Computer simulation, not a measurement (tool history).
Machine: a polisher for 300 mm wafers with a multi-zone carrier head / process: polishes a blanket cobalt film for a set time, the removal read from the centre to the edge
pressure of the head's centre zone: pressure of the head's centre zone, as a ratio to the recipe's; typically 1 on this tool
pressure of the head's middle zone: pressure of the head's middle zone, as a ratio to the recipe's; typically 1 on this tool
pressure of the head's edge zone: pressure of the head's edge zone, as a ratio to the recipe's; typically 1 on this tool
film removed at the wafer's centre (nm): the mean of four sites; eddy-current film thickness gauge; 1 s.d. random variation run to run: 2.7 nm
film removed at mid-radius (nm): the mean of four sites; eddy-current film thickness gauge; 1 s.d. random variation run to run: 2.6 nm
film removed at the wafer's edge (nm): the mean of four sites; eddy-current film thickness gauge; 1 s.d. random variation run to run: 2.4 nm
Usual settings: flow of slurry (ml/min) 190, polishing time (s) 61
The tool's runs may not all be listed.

run,hour,flow of slurry (ml/min),pressure of the head's centre zone,pressure of the head's middle zone,pressure of the head's edge zone,polishing time (s),wafers since the last listed run,wafers polished on this pad,hours since the slurry nozzle was cleaned,hours since the centre zone pressure was calibrated,hours since the edge zone pressure was calibrated,hours since the carrier head's membrane was replaced,"incoming thickness of the incoming film, nm",film removed at the wafer's centre (nm),film removed at mid-radius (nm),film removed at the wafer's edge (nm)
1,0,190,1,1,1,51,0,970,315.4,1466.3,1326.9,614.7,742.9,180.1,174.3,181.7
# hour 8.4: worn pad replaced by a new one
2,18,190,1,1,1,51,208,142,333.4,1484.3,1344.9,632.7,738.7,179.4,171.8,182.5
3,54.9,225,1,0.96,1,61,549,692,370.3,1521.2,1381.8,669.6,734.9,219.7,205.4,223.4
4,63.8,225,1,0.96,1,61,132,824,379.2,1530.1,1390.7,678.5,728.6,224.6,208.1,222.7
# hour 73.4: worn pad replaced by a new one
5,73.9,190,1,1,1,61,90,6,389.3,1540.2,1400.8,688.6,718.7,217.1,204,217.8
6,84.7,190,1,1,1,61,160,167,400.1,1551,1411.6,699.4,729,215.7,206.2,217.8
7,96.5,190,1,1,1,61,175,343,411.9,1562.8,1423.4,711.2,724.8,212.4,206.4,217.7
# hour 132.9: worn pad replaced by a new one
8,140.8,190,1,1,1,61,600,117,456.2,1607.1,1467.7,755.5,721.6,216.5,209.6,219.6
# hour 159.8: carrier head's membrane replaced by a new one
9,160.3,190,1,1,1,61,216,333,475.7,1626.6,1487.2,0.5,732.7,217.1,204,221.8
# hour 171.9: slurry nozzle cleaned
10,172.4,190,1,1,1,61,165,498,0.5,1638.7,1499.3,12.6,739.6,192.2,193.5,207.5
11,178.4,190,1,1,1,61,89,588,6.5,1644.7,1505.3,18.6,739.8,192.8,193.8,208.6
12,186.7,190,1.12,1,1.08,81,123,711,14.8,1653,1513.6,26.9,730.8,280,248.4,276.4
# hour 190.8: centre zone pressure recalibrated
# hour 193.3: worn pad replaced by a new one
# hour 195: edge zone pressure recalibrated
13,201,190,0.9,1.04,1.09,61,121,90,29.1,10.2,6,41.2,716.1,173.5,193.1,211.9
14,216.8,145,1.08,1,1,61,235,325,44.9,26,21.8,57,737.6,174.8,164,189.7

What does the tool deliver on the next run?
15,224.3,190,1,1,1,61,111,437,52.4,33.5,29.3,64.5,723.4,?,?,?

film removed at the wafer's centre (nm): 182.4
film removed at mid-radius (nm): 177.4
film removed at the wafer's edge (nm): 199.3
On a tool with no hidden condition, and with the same random variation, this run would have come out at film removed at the wafer's centre (nm) 225.6, film removed at mid-radius (nm) 213.8, film removed at the wafer's edge (nm) 226.8.

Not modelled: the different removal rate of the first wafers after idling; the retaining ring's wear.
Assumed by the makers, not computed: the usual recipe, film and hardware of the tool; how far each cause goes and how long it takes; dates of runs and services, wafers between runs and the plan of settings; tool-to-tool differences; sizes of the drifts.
